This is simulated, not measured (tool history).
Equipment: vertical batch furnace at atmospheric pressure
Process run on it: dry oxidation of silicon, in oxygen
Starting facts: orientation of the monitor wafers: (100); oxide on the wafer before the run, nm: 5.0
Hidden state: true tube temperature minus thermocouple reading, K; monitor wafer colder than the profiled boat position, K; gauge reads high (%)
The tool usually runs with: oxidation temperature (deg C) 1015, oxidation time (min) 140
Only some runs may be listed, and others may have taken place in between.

| run | day | oxidation temperature (deg C) | oxidation time (min) | wafers since the last listed run | hours since the last temperature calibration | hours since the boat lift was adjusted | hours since the gauge calibration | read-back reference wafer on the same gauge, thickness | oxide thickness on the monitor wafer (angstrom) |
|---|---|---|---|---|---|---|---|---|---|
| 1 | 0 | 1015 | 140 | 0 | 1078.4 | 3329 | 2529.5 | 127.7 | 1086.8 |
| 2 | 2.192 | 1031 | 140 | 568 | 1131 | 3381.6 | 2582.1 | 127.74 | 1249.4 |
| 3 | 4.5 | 1015 | 140 | 599 | 1186.4 | 3437 | 2637.5 | 128.15 | 1082.1 |
| 4 | 7.625 | 1015 | 140 | 811 | 1261.4 | 3512 | 2712.5 | 127.78 | 1078.8 |
| 5 | 10.467 | 1015 | 140 | 737 | 1329.6 | 3580.2 | 2780.7 | 128.28 | 1090.1 |
| 6 | 15.933 | 998 | 174 | 1419 | 1460.8 | 3711.4 | 2911.9 | 127.8 | 1078.8 |
| 7 | 20.242 | 1015 | 140 | 1118 | 1564.2 | 3814.8 | 3015.3 | 127.95 | 1080.3 |
| 8 | 22.233 | 1015 | 140 | 516 | 1612 | 3862.6 | 3063.1 | 128.17 | 1085.5 |
| 9 | 25.304 | 1015 | 140 | 797 | 1685.7 | 3936.3 | 3136.8 | 127.65 | 1105.5 |
|  | 27.346 | boat lift adjusted |
| 10 | 28.021 | 1015 | 140 | 445 | 1750.9 | 16.2 | 3202 | 128.09 | 1138.2 |
| 11 | 31.642 | 1010 | 140 | 939 | 1837.8 | 103.1 | 3288.9 | 128.08 | 1084.6 |
| 12 | 43.908 | 1010 | 140 | 3184 | 2132.2 | 397.5 | 3583.3 | 127.83 | 1082.6 |
| 13 | 47.221 | 1010 | 140 | 859 | 2211.7 | 477 | 3662.8 | 127.93 | 1081 |
| 14 | 50.279 | 1015 | 140 | 793 | 2285.1 | 550.4 | 3736.2 | 127.92 | 1127.4 |
|  | 53.308 | thermocouples replaced and temperature profile calibrated |
| 15 | 53.329 | 1015 | 140 | 532 | 0.5 | 623.6 | 3809.4 | 128.2 | 1083.3 |
| 16 | 55.138 | 1021 | 140 | 469 | 43.9 | 667 | 3852.8 | 127.77 | 1161.6 |
| 17 | 56.983 | 996 | 119 | 479 | 88.2 | 711.3 | 3897.1 | 128.09 | 814.5 |
| 18 | 59.283 | 1015 | 140 | 597 | 143.4 | 766.5 | 3952.3 | 127.97 | 1088.6 |
| 19 | 63.575 | 992 | 208 | 1114 | 246.4 | 869.5 | 4055.3 | 128.25 | 1158.8 |
|  | 64.538 | gauge calibrated |
| 20 | 67.758 | 1015 | 140 | 1085 | 346.8 | 969.9 | 77.3 | 128.02 | 1087.6 |
| 21 | 71.733 | 998 | 174 | 1031 | 442.2 | 1065.3 | 172.7 | 128.24 | 1078.3 |
| 22 | 74.921 | 1015 | 140 | 827 | 518.7 | 1141.8 | 249.2 | 128 | 1078.1 |
| 23 | 78.725 | 1015 | 140 | 987 | 610 | 1233.1 | 340.5 | 127.73 | 1087.2 |
| 24 | 82.254 | 1024 | 207 | 916 | 694.7 | 1317.8 | 425.2 | 128.1 | 1520.6 |
| 25 | 84.708 | 1000 | 200.5 | 637 | 753.6 | 1376.7 | 484.1 | 127.84 | 1219.5 |
| 26 | 88.504 | 1015 | 140 | 985 | 844.7 | 1467.8 | 575.2 | 127.76 | 1090.5 |
| 27 | 90.542 | 990 | 177.5 | 528 | 893.6 | 1516.7 | 624.1 | 127.88 | 1022.3 |
| 28 | 93.908 | 1025 | 179.5 | 873 | 974.4 | 1597.5 | 704.9 | 128.13 | 1419.2 |
| 29 | 95.971 | 1032 | 109.5 | 535 | 1023.9 | 1647 | 754.4 | 127.89 | 1077.7 |
| 30 | 99.508 | 992 | 208 | 918 | 1108.8 | 1731.9 | 839.3 | 127.89 | 1149.2 |
| 31 | 102.771 | 1015 | 140 | 846 | 1187.1 | 1810.2 | 917.6 | 128.01 | 1092.3 |
| 32 | 106.767 | 992 | 183.5 | 1037 | 1283 | 1906.1 | 1013.5 | 128.13 | 1069.5 |
| 33 | 108.271 | 1015 | 140 | 390 | 1319.1 | 1942.2 | 1049.6 | 127.93 | 1094.1 |
| 34 | 111.362 | 1006 | 140 | 802 | 1393.3 | 2016.4 | 1123.8 | 127.87 | 1007 |
| 35 | 114.383 | 1036 | 107 | 784 | 1465.8 | 2088.9 | 1196.3 | 127.85 | 1104.1 |
| 36 | 118.092 | 992 | 106 | 962 | 1554.8 | 2177.9 | 1285.3 | 128.12 | 740.2 |
| 37 | 122.35 | 1015 | 140 | 1105 | 1657 | 2280.1 | 1387.5 | 127.82 | 1105.9 |
| 38 | 124.617 | 1015 | 197.5 | 588 | 1711.4 | 2334.5 | 1441.9 | 127.86 | 1387.2 |
| 39 | 127.754 | 1036 | 83 | 814 | 1786.7 | 2409.8 | 1517.2 | 127.73 | 940 |
| 40 | 130.625 | 1029 | 72.5 | 745 | 1855.6 | 2478.7 | 1586.1 | 127.97 | 807.9 |

Subtracting, for every run, the result it would have given without the tool's unlogged condition from the measured result gives the following. The same run-to-run variation enters both numbers; the gauge's scatter may not:
| run | oxide thickness on the monitor wafer (angstrom) |
|---|---|
| 1 | -16.2 |
| 2 | -16.4 |
| 3 | -14.2 |
| 4 | -12.9 |
| 5 | -11.8 |
| 6 | -9.6 |
| 7 | -7.5 |
| 8 | -6.6 |
| 9 | -5.5 |
| 10 | +37.8 |
| 11 | +35.7 |
| 12 | +33.6 |
| 13 | +33.2 |
| 14 | +33.8 |
| 15 | -11.9 |
| 16 | -12.3 |
| 17 | -9.4 |
| 18 | -11.7 |
| 19 | -12.1 |
| 20 | -11.2 |
| 21 | -11 |
| 22 | -10.1 |
| 23 | -9.6 |
| 24 | -11.5 |
| 25 | -9.6 |
| 26 | -7.7 |
| 27 | -6.6 |
| 28 | -7.8 |
| 29 | -5.5 |
| 30 | -5.1 |
| 31 | -4 |
| 32 | -2.8 |
| 33 | -2.4 |
| 34 | -1.4 |
| 35 | -0.5 |
| 36 | +0.5 |
| 37 | +2.2 |
| 38 | +3.6 |
| 39 | +3.3 |
| 40 | +3.6 |
